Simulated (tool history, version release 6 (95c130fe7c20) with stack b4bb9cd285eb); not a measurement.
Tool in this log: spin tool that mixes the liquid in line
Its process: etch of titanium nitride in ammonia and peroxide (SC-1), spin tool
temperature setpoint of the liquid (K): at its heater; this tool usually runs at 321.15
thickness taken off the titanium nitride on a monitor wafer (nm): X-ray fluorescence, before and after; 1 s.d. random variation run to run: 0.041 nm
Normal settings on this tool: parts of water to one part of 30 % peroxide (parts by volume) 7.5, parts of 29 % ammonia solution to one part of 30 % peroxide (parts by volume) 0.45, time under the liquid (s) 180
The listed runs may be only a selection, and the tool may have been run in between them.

run	day	temperature setpoint of the liquid (K)	parts of water to one part of 30 % peroxide (parts by volume)	parts of 29 % ammonia solution to one part of 30 % peroxide (parts by volume)	time under the liquid (s)	read-back film thickness of the titanium nitride reference wafer, read on the same gauge (nm)	thickness taken off the titanium nitride on a monitor wafer (nm)
1	0	321.15	7.5	0.45	180	88.5	8.11
2	1.254	321.15	7.5	0.45	180	88.36	8.1
3	2.738	321.15	8.5	0.45	180	88.18	7.53
4	4.083	321.15	10	0.45	180	87.98	6.89
5	4.583	321.15	7.5	0.45	180	87.91	7.96
# day 5.5: gauge calibrated
6	5.988	321.15	7.5	0.45	180	90.17	8.28
7	6.862	321.15	7.5	0.45	180	90.18	8.18
8	8.008	321.15	7.5	0.45	250	90.16	11.49
9	8.662	321.15	5	0.45	180	90.17	10.04
10	9.371	313.65	7.5	0.45	180	90.15	4.83
# day 9.821: thermometer replaced
11	10.275	321.15	7.5	0.4	180	90.12	8.11
# day 10.621: new drum of ammonia solution connected
12	11.021	329.15	7.5	0.45	260	90.09	20.65
13	12.212	318.15	7.5	0.25	95	90.03	3.17
14	13.646	327.15	9.5	0.45	180	90	11
# day 14.279: heated supply line repaired
# day 14.533: ammonia flow meter replaced
15	14.846	316.15	7.5	0.45	235	89.96	7.5
16	15.625	317.15	9	0.3	125	89.89	3.64
17	16.612	318.15	7.5	0.45	180	89.85	6.61
18	17.475	321.15	10.5	0.45	180	89.8	6.88
19	18.321	321.15	10	0.6	180	89.74	7.46
20	19.554	321.15	7.5	0.45	180	89.64	8.16
21	20.438	321.15	7.5	0.45	225	89.55	10.15
22	21.9	321.15	7.5	0.45	180	89.44	8.15
23	22.75	321.15	5	0.3	230	89.38	11.78
24	23.454	321.15	7.5	0.55	180	89.3	8.45
25	24.192	321.15	7.5	0.45	180	89.19	8.25

Predict each of these 3 candidate next runs independently; none follows another, all start after run 25:
A	24.212	315.15	7.5	0.45	180	?	?
B	24.212	321.15	9.5	0.45	180	?	?
C	24.212	321.15	7.5	0.3	75	?	?

run	read-back film thickness of the titanium nitride reference wafer, read on the same gauge (nm)	thickness taken off the titanium nitride on a monitor wafer (nm)
A	89.2	5.34
B	89.2	7.28
C	89.2	3.19
Without the tool's unlogged condition, the same runs would have read:
run	thickness taken off the titanium nitride on a monitor wafer (nm)
A	5.38
B	7.34
C	3.22

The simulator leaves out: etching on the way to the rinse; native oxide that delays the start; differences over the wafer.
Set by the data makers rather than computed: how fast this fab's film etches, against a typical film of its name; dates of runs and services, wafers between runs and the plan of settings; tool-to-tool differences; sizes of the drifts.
